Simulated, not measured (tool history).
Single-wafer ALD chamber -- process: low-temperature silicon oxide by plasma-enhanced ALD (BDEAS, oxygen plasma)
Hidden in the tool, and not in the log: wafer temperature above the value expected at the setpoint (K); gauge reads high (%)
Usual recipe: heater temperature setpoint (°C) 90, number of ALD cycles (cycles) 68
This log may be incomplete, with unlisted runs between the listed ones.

| run | day | heater temperature setpoint (°C) | number of ALD cycles (cycles) | wafers since the last listed run | hours since the last thermocouple change | hours since the gauge calibration | read-back reference wafer on the same gauge, thickness_nm | mean film thickness on the monitor wafer (angstrom) |
|---|---|---|---|---|---|---|---|---|
| 1 | 0.000 | 90 | 68 | 0 | 669.1 | 203.6 | 8.700 | 103.80 |
| 2 | 1.633 | 100 | 61 | 144 | 708.3 | 242.8 | 8.701 | 89.14 |
| 3 | 4.075 | 100 | 61 | 215 | 766.9 | 301.4 | 8.690 | 89.64 |
| 4 | 6.083 | 90 | 68 | 177 | 815.1 | 349.6 | 8.699 | 104.37 |
|  | 8.588 | thermocouple changed; heater temperature recalibrated |
| 5 | 8.908 | 87 | 68 | 220 | 7.7 | 417.4 | 8.696 | 103.20 |
| 6 | 11.179 | 87 | 68 | 200 | 62.2 | 471.9 | 8.699 | 103.95 |
| 7 | 15.117 | 87 | 68 | 348 | 156.7 | 566.4 | 8.703 | 103.92 |
| 8 | 18.404 | 90 | 68 | 290 | 235.6 | 645.3 | 8.706 | 102.52 |
| 9 | 22.317 | 90 | 68 | 345 | 329.5 | 739.2 | 8.700 | 102.36 |
|  | 23.892 | gauge calibrated |
| 10 | 26.767 | 90 | 55 | 393 | 436.3 | 69.0 | 8.704 | 83.40 |
| 11 | 29.496 | 90 | 59 | 241 | 501.8 | 134.5 | 8.696 | 90.18 |
| 12 | 31.833 | 79 | 72 | 206 | 557.9 | 190.6 | 8.700 | 114.83 |
| 13 | 35.758 | 78 | 78 | 347 | 652.1 | 284.8 | 8.701 | 124.86 |
| 14 | 38.912 | 104 | 68 | 278 | 727.8 | 360.5 | 8.701 | 98.89 |
| 15 | 43.042 | 90 | 68 | 365 | 826.9 | 459.6 | 8.702 | 104.14 |
|  | 48.654 | thermocouple changed; heater temperature recalibrated |
| 16 | 55.942 | 102 | 59 | 1111 | 174.9 | 769.2 | 8.696 | 85.63 |
| 17 | 58.812 | 87 | 68 | 253 | 243.8 | 838.1 | 8.698 | 103.80 |
| 18 | 61.938 | 97 | 65 | 276 | 318.8 | 913.1 | 8.698 | 95.85 |

Take each entry between the runs: how does the hidden state at the last listed run before it differ from the hidden state at the first listed run after it?
In the gap between runs 4 and 5: thermocouple changed; heater temperature recalibrated (day 8.588)
  wafer temperature above the value expected at the setpoint (K): -3.41 -> 0.205
  measured less the result without the state, mean film thickness on the monitor wafer (angstrom): +1.39 -> -0.08
In the gap between runs 9 and 10: gauge calibrated (day 23.892)
  wafer temperature above the value expected at the setpoint (K): -0.525 -> -1.08
  measured less the result without the state, mean film thickness on the monitor wafer (angstrom): +0.22 -> +0.36
In the gap between runs 15 and 16: thermocouple changed; heater temperature recalibrated (day 48.654)
  wafer temperature above the value expected at the setpoint (K): -4.4 -> -0.868
  measured less the result without the state, mean film thickness on the monitor wafer (angstrom): +1.79 -> +0.16

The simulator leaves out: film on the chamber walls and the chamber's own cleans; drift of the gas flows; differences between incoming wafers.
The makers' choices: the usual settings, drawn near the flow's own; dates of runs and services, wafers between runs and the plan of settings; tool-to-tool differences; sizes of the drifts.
